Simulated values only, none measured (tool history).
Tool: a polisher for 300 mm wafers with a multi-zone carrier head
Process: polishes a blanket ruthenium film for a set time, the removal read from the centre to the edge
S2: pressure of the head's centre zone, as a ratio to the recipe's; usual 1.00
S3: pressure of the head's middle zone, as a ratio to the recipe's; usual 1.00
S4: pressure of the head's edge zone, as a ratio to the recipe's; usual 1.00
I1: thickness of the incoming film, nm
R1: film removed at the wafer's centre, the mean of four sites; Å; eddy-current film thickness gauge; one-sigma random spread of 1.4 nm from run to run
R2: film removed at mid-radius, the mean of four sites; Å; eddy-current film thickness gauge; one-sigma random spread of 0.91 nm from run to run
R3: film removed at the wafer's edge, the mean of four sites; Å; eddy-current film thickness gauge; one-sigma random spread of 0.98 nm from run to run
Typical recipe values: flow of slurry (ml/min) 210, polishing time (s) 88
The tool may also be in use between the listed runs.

{"run": 1, "hour": 0.0, "flow of slurry (ml/min)": 210, "S2": 1.0, "S3": 1.0, "S4": 1.0, "polishing time (s)": 88, "I1": 443.2, "R1": 1340, "R2": 1369, "R3": 1351}
{"run": 2, "hour": 148.4, "flow of slurry (ml/min)": 175, "S2": 1.0, "S3": 0.92, "S4": 0.94, "polishing time (s)": 88, "I1": 453.3, "R1": 1248, "R2": 1220, "R3": 1280}
{"run": 3, "hour": 200.4, "flow of slurry (ml/min)": 210, "S2": 1.0, "S3": 0.91, "S4": 1.0, "polishing time (s)": 88, "I1": 454.2, "R1": 1293, "R2": 1243, "R3": 1342}
{"run": 4, "hour": 264.1, "flow of slurry (ml/min)": 135, "S2": 1.0, "S3": 1.0, "S4": 1.0, "polishing time (s)": 100, "I1": 451.9, "R1": 1252, "R2": 1327, "R3": 1398}
{"run": 5, "hour": 356.3, "flow of slurry (ml/min)": 265, "S2": 1.04, "S3": 1.09, "S4": 1.0, "polishing time (s)": 88, "I1": 445.5, "R1": 1412, "R2": 1467, "R3": 1356}
{"run": 6, "hour": 400.0, "flow of slurry (ml/min)": 210, "S2": 1.0, "S3": 1.09, "S4": 1.0, "polishing time (s)": 108, "I1": 458.5, "R1": 1541, "R2": 1688, "R3": 1615}
{"hour": 439.3, "done": "edge zone pressure recalibrated"}
{"hour": 456.2, "done": "worn pad replaced by a new one"}
{"run": 7, "hour": 479.7, "flow of slurry (ml/min)": 175, "S2": 1.08, "S3": 1.08, "S4": 1.0, "polishing time (s)": 69, "I1": 447.5, "R1": 1003, "R2": 1000, "R3": 976}
{"run": 8, "hour": 537.4, "flow of slurry (ml/min)": 210, "S2": 1.0, "S3": 1.0, "S4": 1.0, "polishing time (s)": 66, "I1": 450.8, "R1": 945, "R2": 946, "R3": 955}
{"run": 9, "hour": 577.6, "flow of slurry (ml/min)": 210, "S2": 1.0, "S3": 1.0, "S4": 1.0, "polishing time (s)": 88, "I1": 456.2, "R1": 1227, "R2": 1233, "R3": 1268}
{"hour": 605.0, "done": "slurry nozzle cleaned"}
{"run": 10, "hour": 675.4, "flow of slurry (ml/min)": 210, "S2": 1.0, "S3": 0.95, "S4": 1.0, "polishing time (s)": 88, "I1": 449.7, "R1": 1426, "R2": 1341, "R3": 1377}
{"run": 11, "hour": 712.6, "flow of slurry (ml/min)": 210, "S2": 1.0, "S3": 1.0, "S4": 1.0, "polishing time (s)": 88, "I1": 449.3, "R1": 1428, "R2": 1381, "R3": 1373}
{"run": 12, "hour": 781.8, "flow of slurry (ml/min)": 210, "S2": 1.0, "S3": 1.08, "S4": 0.91, "polishing time (s)": 113, "I1": 452.4, "R1": 1823, "R2": 1829, "R3": 1673}
{"hour": 794.8, "done": "carrier head's membrane replaced by a new one"}
{"hour": 944.5, "done": "centre zone pressure recalibrated"}
{"hour": 1006.3, "done": "worn pad replaced by a new one"}
{"run": 13, "hour": 1024.8, "flow of slurry (ml/min)": 230, "S2": 1.0, "S3": 1.0, "S4": 1.06, "polishing time (s)": 88, "I1": 446.0, "R1": 1290, "R2": 1339, "R3": 1378}
{"hour": 1057.7, "done": "edge zone pressure recalibrated"}
{"run": 14, "hour": 1083.4, "flow of slurry (ml/min)": 245, "S2": 1.0, "S3": 1.0, "S4": 1.04, "polishing time (s)": 109, "I1": 446.3, "R1": 1602, "R2": 1680, "R3": 1676}
{"run": 15, "hour": 1130.6, "flow of slurry (ml/min)": 210, "S2": 1.0, "S3": 1.03, "S4": 1.0, "polishing time (s)": 104, "I1": 455.7, "R1": 1475, "R2": 1565, "R3": 1531}
{"hour": 1187.7, "done": "slurry nozzle cleaned"}
{"run": 16, "hour": 1211.5, "flow of slurry (ml/min)": 210, "S2": 1.0, "S3": 1.0, "S4": 1.0, "polishing time (s)": 70, "I1": 443.2, "R1": 1076, "R2": 1103, "R3": 1089}

The next listed run, before its measurement:
{"run": 17, "hour": 1269.7, "flow of slurry (ml/min)": 135, "S2": 1.07, "S3": 1.0, "S4": 0.96, "polishing time (s)": 88, "I1": 447.9, "R1": "?", "R2": "?", "R3": "?"}

Logged for run 17: R1 1301 Å, R2 1245 Å, R3 1245 Å.
Minus the tool's unlogged condition, the same run would have read R1 1321 Å, R2 1269 Å, R3 1262 Å.
